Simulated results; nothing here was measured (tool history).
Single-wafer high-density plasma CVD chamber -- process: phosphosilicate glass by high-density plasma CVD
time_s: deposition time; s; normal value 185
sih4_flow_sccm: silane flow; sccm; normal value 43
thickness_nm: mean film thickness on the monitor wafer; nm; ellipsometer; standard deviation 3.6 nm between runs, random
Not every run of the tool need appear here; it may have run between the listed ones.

| run | day | time_s | sih4_flow_sccm | read-back reference wafer on the same gauge, thickness_nm | thickness_nm |
|---|---|---|---|---|---|
| 1 | 0 | 176 | 43 | 901.77 | 788.865 |
| 2 | 1.733 | 185 | 43 | 901.395 | 825.627 |
| 3 | 4.267 | 185 | 43 | 902.778 | 837.584 |
| 4 | 5.379 | 201 | 43 | 903.004 | 913.148 |
|  | 6.788 | gauge calibrated |
| 5 | 7.817 | 201 | 43 | 902.98 | 900.979 |
| 6 | 10.696 | 185 | 41 | 902.037 | 800.831 |
| 7 | 11.825 | 185 | 41 | 901.733 | 793.013 |
| 8 | 13.025 | 185 | 41 | 900.936 | 798.714 |
| 9 | 15.625 | 185 | 43 | 901.375 | 833.7 |
|  | 17.167 | silane flow controller replaced |
| 10 | 18.3 | 172 | 43 | 902.179 | 734.902 |
| 11 | 20.471 | 185 | 43 | 901.692 | 792.416 |
| 12 | 22.079 | 185 | 43 | 901.896 | 795.219 |
| 13 | 24.867 | 205 | 38 | 901.948 | 791.773 |
| 14 | 27.029 | 154 | 50 | 901.355 | 761.556 |
| 15 | 29.496 | 218 | 38 | 901.748 | 834.29 |
| 16 | 31.954 | 185 | 43 | 902.109 | 792.778 |
|  | 33.912 | gauge calibrated |
| 17 | 34.829 | 165 | 36 | 902.227 | 603.94 |
| 18 | 36.317 | 185 | 43 | 902.433 | 797.213 |
| 19 | 37.762 | 222 | 47 | 902.387 | 1042.533 |
| 20 | 39.188 | 222 | 43 | 901.973 | 962.251 |
| 21 | 40.75 | 216 | 47 | 902.252 | 1022.015 |
| 22 | 43.517 | 154 | 51 | 902.682 | 790.121 |

For some of the steps in thickness_nm from one run to the next: how much would appear even if the tool had no hidden state, given the settings, what came in and random variation, and how much remains for the hidden state plus any gauge scatter that the measured result and the result without hidden state don't share?
Unlogged tool condition in this case: delivered silane flow above the setpoint (%); gauge reads high (%).
Run 3 -> 4: time_s 185 -> 201. thickness_nm +75.564 nm: hidden state +3.576, all else +71.988.
Run 9 -> 10: time_s 185 -> 172, silane flow controller replaced. thickness_nm -98.798 nm: hidden state -45.012, all else -53.786.
Run 18 -> 19: time_s 185 -> 222, sih4_flow_sccm 43 -> 47. thickness_nm +245.32 nm: hidden state +1.583, all else +243.737.
Run 21 -> 22: time_s 216 -> 154, sih4_flow_sccm 47 -> 51. thickness_nm -231.894 nm: hidden state +0.131, all else -232.025.
